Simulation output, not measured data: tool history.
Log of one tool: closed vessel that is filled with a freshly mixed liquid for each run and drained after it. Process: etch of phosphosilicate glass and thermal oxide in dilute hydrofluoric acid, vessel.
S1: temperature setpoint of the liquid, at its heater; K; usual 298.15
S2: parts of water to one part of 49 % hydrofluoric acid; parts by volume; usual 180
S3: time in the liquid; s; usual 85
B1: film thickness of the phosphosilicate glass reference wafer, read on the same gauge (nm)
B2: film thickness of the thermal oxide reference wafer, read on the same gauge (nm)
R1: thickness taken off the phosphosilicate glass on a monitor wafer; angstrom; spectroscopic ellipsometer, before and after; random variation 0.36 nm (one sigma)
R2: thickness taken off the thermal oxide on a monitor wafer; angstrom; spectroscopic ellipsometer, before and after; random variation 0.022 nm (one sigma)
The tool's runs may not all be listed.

Run 1, hour 0: usual settings but S1 300.15 K, S2 205 parts by volume; B1 110.01; B2 90.017. Result: R1 459.7 angstrom, R2 17.95 angstrom.
Run 2, hour 79.1: usual settings; B1 110.03; B2 89.972. Result: R1 505.1 angstrom, R2 19.49 angstrom.
Run 3, hour 129.8: usual settings; B1 109.97; B2 89.975. Result: R1 498.4 angstrom, R2 19.8 angstrom.
At hour 178.9: hydrofluoric acid flow meter replaced.
Run 4, hour 211.8: usual settings; B1 109.98; B2 90. Result: R1 497.3 angstrom, R2 19.82 angstrom.
Run 5, hour 283.1: usual settings; B1 109.97; B2 89.99. Result: R1 498.1 angstrom, R2 19.59 angstrom.
Run 6, hour 322.8: usual settings; B1 110; B2 90.046. Result: R1 500.6 angstrom, R2 19.64 angstrom.
Run 7, hour 458.7: usual settings; B1 109.99; B2 90.004. Result: R1 500.2 angstrom, R2 19.62 angstrom.
At hour 478.5: gauge calibrated.
Run 8, hour 532.8: usual settings but S1 296.15 K, S2 265 parts by volume, S3 60 s; B1 109.98; B2 90.01. Result: R1 205.5 angstrom, R2 7.96 angstrom.
Run 9, hour 582.2: usual settings; B1 109.99; B2 90.004. Result: R1 495.9 angstrom, R2 20 angstrom.
Run 10, hour 628.1: usual settings; B1 110.01; B2 90.008. Result: R1 498.5 angstrom, R2 19.54 angstrom.
At hour 716.6: hydrofluoric acid flow meter replaced.
Run 11, hour 720.8: usual settings; B1 110.01; B2 89.999. Result: R1 502.7 angstrom, R2 19.83 angstrom.
Run 12, hour 758.9: usual settings but S1 296.65 K, S2 130 parts by volume; B1 109.98; B2 89.958. Result: R1 690.9 angstrom, R2 27.05 angstrom.
At hour 820.4: thermometer replaced.
Run 13, hour 1049.9: usual settings but S1 295.15 K, S2 155 parts by volume; B1 110.02; B2 90.01. Result: R1 537.4 angstrom, R2 20.53 angstrom.
Run 14, hour 1105: usual settings; B1 110.01; B2 89.997. Result: R1 500.2 angstrom, R2 19.35 angstrom.
Run 15, hour 1163.1: usual settings; B1 110.02; B2 89.985. Result: R1 500.5 angstrom, R2 19.54 angstrom.
At hour 1220.4: hydrofluoric acid flow meter replaced.
Run 16, hour 1292: usual settings but S3 50 s; B1 110.02; B2 90.024. Result: R1 294.2 angstrom, R2 11.44 angstrom.
Run 17, hour 1363.7: usual settings but S1 296.65 K, S2 210 parts by volume, S3 55 s; B1 110; B2 89.96. Result: R1 253.8 angstrom, R2 10 angstrom.
Run 18, hour 1543.1: usual settings but S1 301.65 K; B1 110.01; B2 90.015. Result: R1 567.6 angstrom, R2 22.23 angstrom.
Run 19, hour 1608.2: usual settings but S3 130 s; B1 109.98; B2 89.972. Result: R1 758.7 angstrom, R2 30.03 angstrom.
Run 20, hour 1672.4: usual settings but S2 125 parts by volume; B1 110.01; B2 89.974. Result: R1 776.3 angstrom, R2 29.75 angstrom.
Run 21, hour 1740.2: usual settings; B1 109.99; B2 90.016. Result: R1 500 angstrom, R2 20.04 angstrom.
Run 22, hour 1776.3: usual settings but S1 300.15 K, S2 95 parts by volume, S3 110 s; B1 110; B2 89.967. Result: R1 1478.3 angstrom, R2 57.74 angstrom.
At hour 1825.5: hydrofluoric acid flow meter replaced.
Run 23, hour 2039.9: usual settings; B1 109.97; B2 90.006. Result: R1 493.3 angstrom, R2 19.5 angstrom.
Run 24, hour 2143.9: usual settings but S3 35 s; B1 110.02; B2 89.989. Result: R1 207.6 angstrom, R2 8.18 angstrom.
Run 25, hour 2185.3: usual settings but S3 55 s; B1 110.02; B2 90.008. Result: R1 322.8 angstrom, R2 12.84 angstrom.
Run 26, hour 2237.6: usual settings but S1 295.15 K, S2 145 parts by volume, S3 60 s; B1 110.02; B2 90.01. Result: R1 401.2 angstrom, R2 16.2 angstrom.

Forecast each of these 3 alternatives for the next run:
Run A, hour 2238.3: usual settings; B1 ?; B2 ?. Result: R1 ?, R2 ?.
Run B, hour 2238.3: usual settings but S1 296.15 K, S2 265 parts by volume; B1 ?; B2 ?. Result: R1 ?, R2 ?.
Run C, hour 2238.3: usual settings but S1 296.15 K; B1 ?; B2 ?. Result: R1 ?, R2 ?.

run      B1     B2     R1     R2
  A  109.99  89.97  505.6  19.92
  B  109.99  89.97    292   11.5
  C  109.99  89.97  469.1  18.48
Without the tool's hidden state the same runs would have given:
run     R1     R2
  A  505.6  19.92
  B    292   11.5
  C  469.1  18.48

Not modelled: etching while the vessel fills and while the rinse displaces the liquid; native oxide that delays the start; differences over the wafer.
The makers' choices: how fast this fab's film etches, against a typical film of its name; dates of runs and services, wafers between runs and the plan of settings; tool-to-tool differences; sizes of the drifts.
